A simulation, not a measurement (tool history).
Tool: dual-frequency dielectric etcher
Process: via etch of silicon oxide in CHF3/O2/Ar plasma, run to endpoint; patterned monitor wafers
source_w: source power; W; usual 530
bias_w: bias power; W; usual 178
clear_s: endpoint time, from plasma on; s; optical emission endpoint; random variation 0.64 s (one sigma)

run	hour	source_w	bias_w	wafers since the last listed run	hours since the last wet clean	hours since the last source power generator calibration	hours since the last bias power generator calibration	hours since the last upper electrode change	incoming incoming film thickness, nm	clear_s
1	0.0	530	154	0	107.7	3752.9	2508.7	2751.2	436.5	211.9
2	34.7	530	154	205	142.4	3787.6	2543.4	2785.9	443.4	214.4
3	61.6	530	178	159	169.3	3814.5	2570.3	2812.8	444.4	211.7
4	98.9	530	178	221	206.6	3851.8	2607.6	2850.1	444.7	211.5
5	124.1	620	178	149	231.8	3877.0	2632.8	2875.3	444.3	198.9
6	161.2	620	154	220	268.9	3914.1	2669.9	2912.4	438.5	200.2
7	199.5	530	165	227	307.2	3952.4	2708.2	2950.7	441.5	213.1
8	229.9	530	165	180	337.6	3982.8	2738.6	2981.1	445.3	215.7
# hour 245.2: source power generator calibrated
9	262.7	530	178	170	370.4	17.5	2771.4	3013.9	441.2	217.7
10	292.1	530	178	174	399.8	46.9	2800.8	3043.3	442.6	217.7
11	326.7	530	178	205	434.4	81.5	2835.4	3077.9	443.5	218.7
12	365.2	530	178	228	472.9	120.0	2873.9	3116.4	440.0	216.8
13	404.0	620	200	230	511.7	158.8	2912.7	3155.2	437.8	197.8
14	438.8	530	178	206	546.5	193.6	2947.5	3190.0	443.8	219.4
# hour 485.0: wet clean of the chamber
15	573.0	530	178	654	88.0	327.8	3081.7	3324.2	441.5	212.5
16	600.0	530	178	160	115.0	354.8	3108.7	3351.2	444.2	214.3
# hour 650.6: bias power generator calibrated
17	652.9	660	178	290	167.9	407.7	2.3	3404.1	442.5	196.8
18	688.7	530	178	212	203.7	443.5	38.1	3439.9	440.5	214.1
19	825.2	490	197	810	340.2	580.0	174.6	3576.4	440.3	218.1
# hour 851.2: upper electrode replaced
20	858.1	610	214	52	373.1	612.9	207.5	6.9	443.9	198.1
21	897.3	410	178	232	412.3	652.1	246.7	46.1	442.2	241.1
22	929.3	530	178	189	444.3	684.1	278.7	78.1	441.9	216.0
23	972.5	630	197	256	487.5	727.3	321.9	121.3	446.8	199.9
# hour 1019.7: wet clean of the chamber
24	1117.3	530	178	717	97.6	872.1	466.7	266.1	443.7	214.7
25	1141.7	530	178	144	122.0	896.5	491.1	290.5	442.9	215.8
26	1182.5	530	178	242	162.8	937.3	531.9	331.3	441.1	214.0
27	1234.4	530	139	308	214.7	989.2	583.8	383.2	446.0	226.8
28	1274.4	530	210	237	254.7	1029.2	623.8	423.2	437.9	207.6
29	1342.0	410	204	401	322.3	1096.8	691.4	490.8	441.8	235.7
30	1390.7	490	178	289	371.0	1145.5	740.1	539.5	444.7	227.0
31	1431.7	530	207	243	412.0	1186.5	781.1	580.5	443.1	212.4
32	1472.2	650	221	240	452.5	1227.0	821.6	621.0	443.7	193.3
33	1511.4	530	138	232	491.7	1266.2	860.8	660.2	444.7	228.4
34	1564.1	530	178	312	544.4	1318.9	913.5	712.9	441.2	217.1

Measured less the same run without the tool's hidden state. The same run-to-run variation is in both; the gauge's scatter may not be:
The hidden state here: etch rate over this chamber's usual, %; source power that arrives over what is set, %; bias power that arrives over what is set, %.
run	clear_s
1	-2.9
2	-2.8
3	-2.4
4	-2.2
5	-1.9
6	-1.6
7	-1.4
8	-1.2
9	+4.2
10	+4.6
11	+4.9
12	+5.2
13	+5.1
14	+6.0
15	+0.6
16	+0.9
17	+1.3
18	+1.7
19	+3.1
20	+3.1
21	+4.2
22	+4.1
23	+4.1
24	+1.6
25	+1.8
26	+2.2
27	+2.9
28	+3.0
29	+4.0
30	+4.4
31	+4.5
32	+4.3
33	+5.5
34	+5.7

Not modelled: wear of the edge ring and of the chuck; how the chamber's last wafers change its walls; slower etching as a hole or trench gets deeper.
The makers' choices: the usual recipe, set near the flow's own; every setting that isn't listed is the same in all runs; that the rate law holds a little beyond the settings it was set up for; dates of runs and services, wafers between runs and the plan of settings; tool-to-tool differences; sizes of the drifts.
